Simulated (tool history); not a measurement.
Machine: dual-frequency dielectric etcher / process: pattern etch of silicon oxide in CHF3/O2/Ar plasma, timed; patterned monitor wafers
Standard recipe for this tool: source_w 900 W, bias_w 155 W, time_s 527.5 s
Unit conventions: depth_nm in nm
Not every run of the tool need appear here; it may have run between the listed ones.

run	hour	source_w	bias_w	time_s	read-back reference wafer on the same gauge, depth_nm	depth_nm
1	0.0	900	155	527.5	990.4	1101.8
2	9.6	900	136	527.5	990.8	1066.9
3	19.4	900	136	527.5	989.1	1070.2
4	27.7	900	136	527.5	988.7	1071.1
# hour 36.8: gauge calibrated
5	44.5	900	155	527.5	989.5	1104.1
6	60.0	900	155	527.5	990.0	1102.0
7	69.7	900	155	527.5	989.9	1110.4
8	83.5	900	155	527.5	991.3	1105.8
9	98.8	1120	144	480.0	991.6	1066.0
10	105.2	1100	168	455.5	991.1	1051.0
11	112.0	900	155	612.0	989.2	1282.9
# hour 141.0: upper electrode replaced
12	141.5	900	192	527.5	989.1	1173.3
13	142.0	900	155	527.5	989.3	1112.8
14	142.5	900	155	527.5	991.1	1104.4
15	144.8	1010	128	390.5	990.2	817.2
16	152.7	900	155	527.5	989.0	1105.3
# hour 183.6: wet clean of the chamber
17	184.1	720	155	393.5	988.9	745.0
18	184.6	900	187	650.5	990.0	1400.3
# hour 219.2: source power generator calibrated
19	219.7	900	155	527.5	989.8	1085.0
20	236.7	900	155	527.5	990.3	1080.1
21	253.2	820	155	578.0	989.8	1146.8
22	262.2	900	155	527.5	990.1	1083.1
23	276.7	900	184	389.5	990.2	835.6
24	287.3	900	155	527.5	989.3	1084.0
25	294.1	1090	155	391.5	991.1	864.5
26	311.1	830	190	449.0	990.8	945.9
27	324.6	900	140	527.5	989.4	1068.1
28	331.7	900	129	527.5	990.2	1042.9
29	343.8	1020	170	629.5	990.1	1379.7
30	354.8	900	155	527.5	990.7	1083.6
31	370.4	900	128	527.5	990.6	1042.1

Selected run-to-run steps in depth_nm, each split into two signed amounts: the part the tool would show with no hidden state at all (from settings, incoming material and random variation), and the remainder, which goes to the hidden state together with any gauge scatter not common to the measured and the hidden-state-free results:
Hidden state at play: etch rate over this chamber's usual, %; source power that arrives over what is set, %; bias power that arrives over what is set, %; gauge reads high (%).
Run 14 -> 15: source_w 900 -> 1010, bias_w 155 -> 128, time_s 527.5 -> 390.5. depth_nm -287.2 nm: hidden state -7.5, all else -279.7.
Run 15 -> 16: source_w 1010 -> 900, bias_w 128 -> 155, time_s 390.5 -> 527.5. depth_nm +288.1 nm: hidden state +8.0, all else +280.1.
Run 16 -> 17: source_w 900 -> 720, time_s 527.5 -> 393.5, wet clean of the chamber. depth_nm -360.3 nm: hidden state -29.3, all else -331.0.
Run 17 -> 18: source_w 720 -> 900, bias_w 155 -> 187, time_s 393.5 -> 650.5. depth_nm +655.3 nm: hidden state +0.3, all else +655.0.
Run 28 -> 29: source_w 900 -> 1020, bias_w 129 -> 170, time_s 527.5 -> 629.5. depth_nm +336.8 nm: hidden state +3.4, all else +333.4.

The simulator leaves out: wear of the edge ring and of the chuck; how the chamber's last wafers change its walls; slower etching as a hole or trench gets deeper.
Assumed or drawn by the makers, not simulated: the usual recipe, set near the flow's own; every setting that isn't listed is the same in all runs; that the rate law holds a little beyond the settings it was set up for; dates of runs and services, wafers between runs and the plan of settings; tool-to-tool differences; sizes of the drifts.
